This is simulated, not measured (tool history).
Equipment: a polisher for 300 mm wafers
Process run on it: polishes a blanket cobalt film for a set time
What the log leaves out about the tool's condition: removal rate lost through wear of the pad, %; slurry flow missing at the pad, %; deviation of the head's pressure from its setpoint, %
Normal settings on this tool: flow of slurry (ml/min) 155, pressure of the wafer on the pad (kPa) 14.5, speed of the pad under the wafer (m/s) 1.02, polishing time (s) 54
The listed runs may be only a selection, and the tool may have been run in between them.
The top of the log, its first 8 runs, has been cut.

run	day	flow of slurry (ml/min)	pressure of the wafer on the pad (kPa)	speed of the pad under the wafer (m/s)	polishing time (s)	wafers since the last listed run	wafers polished on this pad	hours since the slurry nozzle was cleaned	hours since the head pressure was calibrated	incoming thickness of the incoming film, nm	film removed (nm)
9	21.446	155	17.9	1.02	54	517	2133	693	229.7	1476.6	301.3
10	27.042	155	17.9	1.02	54	1073	3206	827.3	364	1460.2	292.4
11	28.554	155	14.5	1.02	54	290	3496	863.6	400.3	1446.6	235.8
# day 29.1: slurry nozzle cleaned
# day 29.883: worn pad replaced by a new one
12	31.321	155	14.5	1.02	54	490	276	53.3	466.7	1477.2	256.8
# day 31.65: head pressure recalibrated
13	33.779	155	14.5	1.02	54	455	731	112.3	51.1	1438	251
14	35.354	155	14.5	1.02	54	302	1033	150.1	88.9	1458.5	248
15	37.046	155	14.5	1.02	54	324	1358	190.7	129.5	1434.4	248.4
16	38.938	180	14.5	1.02	54	362	1720	236.1	174.9	1429.9	241.9
17	40.417	180	14.5	1.02	54	283	2004	271.6	210.4	1418.6	243.5
18	42.621	155	14.5	1.02	54	422	2427	324.5	263.3	1478	236.9
19	44.842	155	14.5	1.02	45	425	2853	377.8	316.6	1422	205.2
20	46.592	155	14.5	1.12	70	335	3188	419.8	358.6	1453.3	337.6
# day 48.6: head pressure recalibrated
# day 49.162: worn pad replaced by a new one
21	51.162	155	12.4	0.8	37	828	383	529.5	61.5	1460.2	115.1
22	54.067	155	18.6	1.18	71	557	940	599.2	131.2	1476	477.8
23	56.183	155	18.6	1.18	71	405	1346	650	182	1449.5	481.1
24	57.788	155	11	1.02	54	307	1654	688.5	220.5	1432.5	185.5
# day 60.904: slurry nozzle cleaned
25	66.583	155	11	0.76	60	1679	3333	136.3	431.6	1454.2	150.3

Predict the results of run 26:
# day 68.612: head pressure recalibrated
26	69.317	155	10.3	1.02	54	508	3841	201.9	16.9	1446.8	?

film removed (nm): 161.4
Were there no unlogged condition in the tool, this run, its random variation unchanged, would have produced film removed (nm) 181.5.

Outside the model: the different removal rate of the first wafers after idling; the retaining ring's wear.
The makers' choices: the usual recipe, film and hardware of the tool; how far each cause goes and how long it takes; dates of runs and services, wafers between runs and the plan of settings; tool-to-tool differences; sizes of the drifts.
